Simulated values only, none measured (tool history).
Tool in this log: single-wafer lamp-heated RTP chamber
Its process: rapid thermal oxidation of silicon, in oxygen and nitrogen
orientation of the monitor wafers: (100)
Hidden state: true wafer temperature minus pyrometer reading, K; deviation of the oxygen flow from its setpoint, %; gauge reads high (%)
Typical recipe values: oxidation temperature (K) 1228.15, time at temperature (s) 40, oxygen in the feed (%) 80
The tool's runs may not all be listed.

run,day,oxidation temperature (K),time at temperature (s),oxygen in the feed (%),wafers since the last listed run,wafers since the last pyrometer calibration,hours since the oxygen flow controller was replaced,hours since the gauge calibration,"read-back reference wafer on the same gauge, thickness",oxide thickness on the monitor wafer (angstrom)
1,0.000,1228.15,40,80,0,860,6845.2,715.1,3.460,31.80
2,0.967,1228.15,40,80,181,1041,6868.4,738.3,3.465,31.79
3,1.688,1248.15,40,80,135,1176,6885.7,755.6,3.463,36.07
4,2.479,1248.15,40,80,148,1324,6904.7,774.6,3.464,35.94
5,3.208,1248.15,40,80,136,1461,6922.2,792.1,3.462,36.08
6,4.588,1228.15,40,96,258,1720,6955.3,825.2,3.460,33.45
# day 6.304: pyrometer window cleaned and pyrometer calibrated
7,6.325,1228.15,40,96,263,4,6997.0,866.9,3.463,33.38
8,6.496,1228.15,40,96,32,36,7001.1,871.0,3.461,33.31
9,7.288,1228.15,40,80,148,184,7020.1,890.0,3.461,31.49
10,8.083,1228.15,40,80,149,333,7039.2,909.1,3.457,31.77
11,9.025,1228.15,40,80,176,510,7061.8,931.7,3.461,31.69
# day 10.033: gauge calibrated
12,10.358,1228.15,40,80,249,760,7093.8,7.8,3.541,32.41
13,11.179,1228.15,40,80,153,914,7113.5,27.5,3.536,32.39
14,12.438,1228.15,46,80,235,1149,7143.7,57.7,3.531,33.98
15,13.142,1228.15,46,80,131,1281,7160.6,74.6,3.524,33.84
16,14.058,1237.15,40,80,171,1453,7182.6,96.6,3.519,34.13
17,15.525,1218.15,47,71,274,1728,7217.8,131.8,3.514,31.02
18,16.079,1254.15,29,59,103,1832,7231.1,145.1,3.513,30.97
19,17.508,1210.15,46,80,267,2100,7265.4,179.4,3.501,30.21
# day 18.129: pyrometer window cleaned and pyrometer calibrated
20,18.150,1214.15,40,80,57,3,7280.8,194.8,3.505,29.55
# day 19.708: oxygen flow controller replaced
21,19.729,1236.15,40,80,233,237,0.5,232.7,3.496,33.72
22,20.704,1248.15,40,80,182,420,23.9,256.1,3.494,36.29
23,22.008,1228.15,47,80,244,664,55.2,287.4,3.493,33.87
24,22.750,1203.15,60,98,139,803,73.0,305.2,3.491,33.45
25,23.904,1228.15,40,80,216,1019,100.7,332.9,3.484,31.92
26,24.967,1228.15,40,80,199,1218,126.2,358.4,3.480,31.88
27,25.996,1242.15,21,88,192,1411,150.9,383.1,3.485,28.52

Expected results for the next run?
28,30.396,1228.15,40,80,824,2236,256.5,488.7,?,?

read-back reference wafer on the same gauge, thickness: 3.476
oxide thickness on the monitor wafer (angstrom): 31.67
Minus the tool's unlogged condition, the same run would have read oxide thickness on the monitor wafer (angstrom) 32.34.

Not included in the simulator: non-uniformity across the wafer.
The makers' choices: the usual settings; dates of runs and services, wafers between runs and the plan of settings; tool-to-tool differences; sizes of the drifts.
